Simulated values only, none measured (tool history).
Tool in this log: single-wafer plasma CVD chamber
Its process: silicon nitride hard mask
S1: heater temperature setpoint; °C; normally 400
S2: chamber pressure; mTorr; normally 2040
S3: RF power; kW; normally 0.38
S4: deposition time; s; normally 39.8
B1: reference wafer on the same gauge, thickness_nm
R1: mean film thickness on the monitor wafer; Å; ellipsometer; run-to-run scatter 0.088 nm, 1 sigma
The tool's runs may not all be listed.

run   hour   S1    S2     S3    S4      B1      R1
  1      0  400  2040   0.38  39.8  49.915  566.08
  2   17.2  400  2040   0.38  39.8  49.894  566.52
  3   33.1  400  2040   0.38  39.8  49.912  565.54
  4     50  400  2040   0.38  39.8  49.908  564.29
  5     65  400  2040   0.38  39.8  49.897  563.57
  6     82  400  1780   0.38  39.8    49.9  528.63
      98.6  -- gauge calibrated
  7   98.7  400  2040   0.38  39.8  49.877  566.84
  8  106.4  400  2040   0.38  39.8  49.901  564.11
     117.9  -- thermocouple changed; heater temperature recalibrated
     121.7  -- RF generator calibrated
       124  -- capacitance manometer re-zeroed and calibrated
  9  124.5  400  2340   0.32    33  49.891  465.35
 10  130.1  400  2040  0.415  47.7  49.883  741.72
     139.6  -- showerhead replaced
 11  140.1  400  2290   0.38  39.8  49.897  616.85
 12  156.4  400  2040   0.38  39.8  49.905  588.37
 13  168.9  393  1890  0.325  32.7  49.906  426.47
 14  181.3  400  2040   0.38  39.8  49.904  587.86
 15    188  400  2350   0.38  39.8  49.908  621.57
 16    198  394  2040   0.38  34.7  49.895  515.23
 17  213.4  388  2040   0.38  39.8  49.893   591.6

Branching from run 17: 3 alternative next runs. What would each branch give?
  A  213.8  400  2040  0.38  47.5   ?   ?
  B  213.8  400  2440  0.38  44.7   ?   ?
  C  213.8  414  2290  0.38    34   ?   ?

run      B1      R1
  A  49.893   700.2
  B  49.893  705.56
  C  49.893  522.02
Had the tool no hidden state, the same runs would have come out as:
run      R1
  A  703.25
  B  708.64
  C  524.29
